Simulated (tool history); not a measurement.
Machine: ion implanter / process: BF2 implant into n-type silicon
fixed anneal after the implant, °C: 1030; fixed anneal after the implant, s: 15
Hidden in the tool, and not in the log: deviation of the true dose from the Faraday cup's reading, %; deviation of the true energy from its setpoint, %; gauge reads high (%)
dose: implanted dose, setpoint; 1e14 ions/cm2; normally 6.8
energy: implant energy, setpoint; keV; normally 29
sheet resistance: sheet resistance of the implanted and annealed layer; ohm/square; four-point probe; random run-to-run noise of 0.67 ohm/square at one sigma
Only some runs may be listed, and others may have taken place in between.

run    hour  dose  energy  wafers since the last listed run  hours since the last dose calibration  hours since the extraction supply was calibrated  hours since the gauge calibration  read-back reference wafer on the same gauge, sheet resistance  sheet resistance
  1       0  7.93      29                                 0                                  656.8                                            1436.3                              716.4                                                         215.17            171.26
  2    24.1   6.8      29                               369                                  680.9                                            1460.4                              740.5                                                         214.85            190.95
  3      50   6.8      29                               397                                  706.8                                            1486.3                              766.4                                                         215.13            190.57
  4   116.3   6.8      29                              1017                                  773.1                                            1552.6                              832.7                                                         215.01            189.99
  5   153.4   6.8      29                               569                                  810.2                                            1589.7                              869.8                                                         215.37            190.36
  6   214.4   6.8      29                               936                                  871.2                                            1650.7                              930.8                                                         215.12            190.52
      381.2  -- Faraday cup replaced and dose calibrated
  7   408.3   6.8      29                              2852                                   27.1                                            1844.6                             1124.7                                                         214.87            192.17
  8   453.5   6.8      29                               693                                   72.3                                            1889.8                             1169.9                                                          214.9            190.92
  9   489.1   5.4      32                               546                                  107.9                                            1925.4                             1205.5                                                         215.01            224.16
 10     552   5.4      32                               965                                  170.8                                            1988.3                             1268.4                                                         215.07            225.15
 11   611.1   5.4      32                               906                                  229.9                                            2047.4                             1327.5                                                         214.94            226.19
 12   656.3   6.8      29                               693                                  275.1                                            2092.6                             1372.7                                                         214.94            190.12
 13   701.8   6.8      29                               698                                  320.6                                            2138.1                             1418.2                                                         214.64            191.37
 14   759.7   6.8      29                               888                                  378.5                                              2196                             1476.1                                                          215.1            190.99
 15   799.2   6.8      29                               606                                    418                                            2235.5                             1515.6                                                         215.04            191.36
 16   828.5  7.74    35.5                               449                                  447.3                                            2264.8                             1544.9                                                         214.79            165.48
 17   873.1   6.8      29                               684                                  491.9                                            2309.4                             1589.5                                                         215.08            190.53
 18     901   6.8      29                               428                                  519.8                                            2337.3                             1617.4                                                         214.96            192.06
 19   940.5  8.34    24.5                               606                                  559.3                                            2376.8                             1656.9                                                         215.09            174.29
 20   994.9  7.31      36                               834                                  613.7                                            2431.2                             1711.3                                                         215.17            173.19
 21  1020.3   6.8      29                               389                                  639.1                                            2456.6                             1736.7                                                         214.86            190.38
 22    1072  5.77    19.5                               793                                  690.8                                            2508.3                             1788.4                                                         214.92            232.67
     1128.5  -- extraction supply calibrated
 23    1129   6.8      29                               751                                  747.8                                               0.5                             1845.4                                                         214.77             191.8
 24  1247.5   6.8      29                              1818                                  866.3                                               119                             1963.9                                                         215.16            190.71
 25  1316.9  6.26    34.5                              1064                                  935.7                                             188.4                             2033.3                                                         214.81             198.5
     1325.9  -- Faraday cup replaced and dose calibrated
 26  1387.7  7.35    31.5                               963                                   61.8                                             259.2                             2104.1                                                         214.97            177.58
 27    1429  8.01      38                               633                                  103.1                                             300.5                             2145.4                                                         214.95            160.61
 28  1462.6  8.11      33                               515                                  136.7                                             334.1                               2179                                                         215.01             162.4
     1465.8  -- gauge calibrated
 29  1524.8  5.91      37                               954                                  198.9                                             396.3                                 59                                                         215.05            205.87
 30  1550.7  8.45      26                               397                                  224.8                                             422.2                               84.9                                                         215.08            170.23
 31  1584.9   6.8      29                               524                                    259                                             456.4                              119.1                                                            215            190.34
 32  1622.8  8.45      26                               581                                  296.9                                             494.3                                157                                                         214.94            168.56
 33    1688   6.8    33.5                              1000                                  362.1                                             559.5                              222.2                                                         214.96            185.08
 34  1856.2  5.77      37                              2580                                  530.3                                             727.7                              390.4                                                         215.14            209.44
 35  1910.8  4.79      34                               837                                  584.9                                             782.3                                445                                                         214.82            247.95
 36  1968.1   6.8      29                               879                                  642.2                                             839.6                              502.3                                                          214.8             190.1
 37  2035.9  5.25      25                              1040                                    710                                             907.4                              570.1                                                         214.97            236.83
 38  2209.5  5.85    20.5                              2663                                  883.6                                              1081                              743.7                                                         215.09            229.23

Entry by entry between the runs, the difference in hidden state between the last listed run before and the first listed run after:
Runs 6 to 7: Faraday cup replaced and dose calibrated (hour 381.2)
  no difference in the tool's unlogged condition between these two runs
Runs 22 to 23: extraction supply calibrated (hour 1128.5)
  no difference in the tool's unlogged condition between these two runs
Runs 25 to 26: Faraday cup replaced and dose calibrated (hour 1325.9)
  no difference in the tool's unlogged condition between these two runs
Runs 28 to 29: gauge calibrated (hour 1465.8)
  no difference in the tool's unlogged condition between these two runs

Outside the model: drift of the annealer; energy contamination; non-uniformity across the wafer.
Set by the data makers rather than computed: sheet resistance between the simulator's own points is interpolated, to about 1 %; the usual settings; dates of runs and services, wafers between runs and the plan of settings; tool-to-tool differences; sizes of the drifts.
